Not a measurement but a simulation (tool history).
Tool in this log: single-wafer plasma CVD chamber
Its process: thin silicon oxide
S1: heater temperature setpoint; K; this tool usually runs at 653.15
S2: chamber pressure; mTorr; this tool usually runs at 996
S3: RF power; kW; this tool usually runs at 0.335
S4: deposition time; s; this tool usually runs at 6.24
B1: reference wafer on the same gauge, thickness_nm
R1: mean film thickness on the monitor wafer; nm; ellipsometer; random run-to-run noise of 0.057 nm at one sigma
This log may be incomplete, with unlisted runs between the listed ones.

run	day	S1	S2	S3	S4	B1	R1
1	0.000	653.15	996	0.335	6.24	17.390	13.937
2	0.671	653.15	996	0.335	6.24	17.410	13.887
3	1.800	653.15	996	0.335	6.24	17.382	13.941
4	3.154	653.15	996	0.300	6.24	17.398	13.449
5	4.546	653.15	996	0.300	6.24	17.403	13.335
6	5.604	653.15	1058	0.335	6.24	17.394	14.572
# day 6.342: capacitance manometer re-zeroed and calibrated
7	6.362	653.15	996	0.335	6.24	17.390	14.991
8	6.679	653.15	996	0.335	6.24	17.394	14.923
# day 7.438: showerhead replaced
9	7.788	653.15	996	0.335	6.24	17.397	14.849
10	8.754	659.15	996	0.335	6.24	17.390	14.901
# day 8.996: gauge calibrated
11	9.742	665.15	1167	0.395	5.07	17.400	14.323
12	12.217	653.15	996	0.335	6.24	17.400	14.860
# day 12.746: RF generator calibrated
# day 13.188: thermocouple changed; heater temperature recalibrated
13	13.362	653.15	996	0.335	6.24	17.412	14.884
14	14.321	660.15	1194	0.375	7.10	17.387	19.833
15	14.925	653.15	1064	0.310	5.71	17.401	14.067
16	15.838	653.15	996	0.335	6.24	17.402	14.929
17	16.946	663.15	996	0.335	5.61	17.401	13.394
18	18.067	665.15	996	0.335	6.24	17.385	14.777
19	19.508	641.15	996	0.300	6.24	17.377	14.471

What if the next run were any one of these 5? Each begins from the tool's condition after run 19:
A	19.525	653.15	996	0.335	6.72	?	?
B	19.525	653.15	861	0.300	6.24	?	?
C	19.525	653.15	996	0.395	6.24	?	?
D	19.525	667.15	1120	0.335	6.24	?	?
E	19.525	643.15	996	0.335	7.01	?	?

run	B1	R1
A	17.407	16.097
B	17.407	12.504
C	17.407	15.778
D	17.407	16.216
E	17.407	16.918
Stripped of hidden state, with their random variation kept, the same runs would have yielded:
run	R1
A	15.894
B	12.304
C	15.579
D	16.011
E	16.704
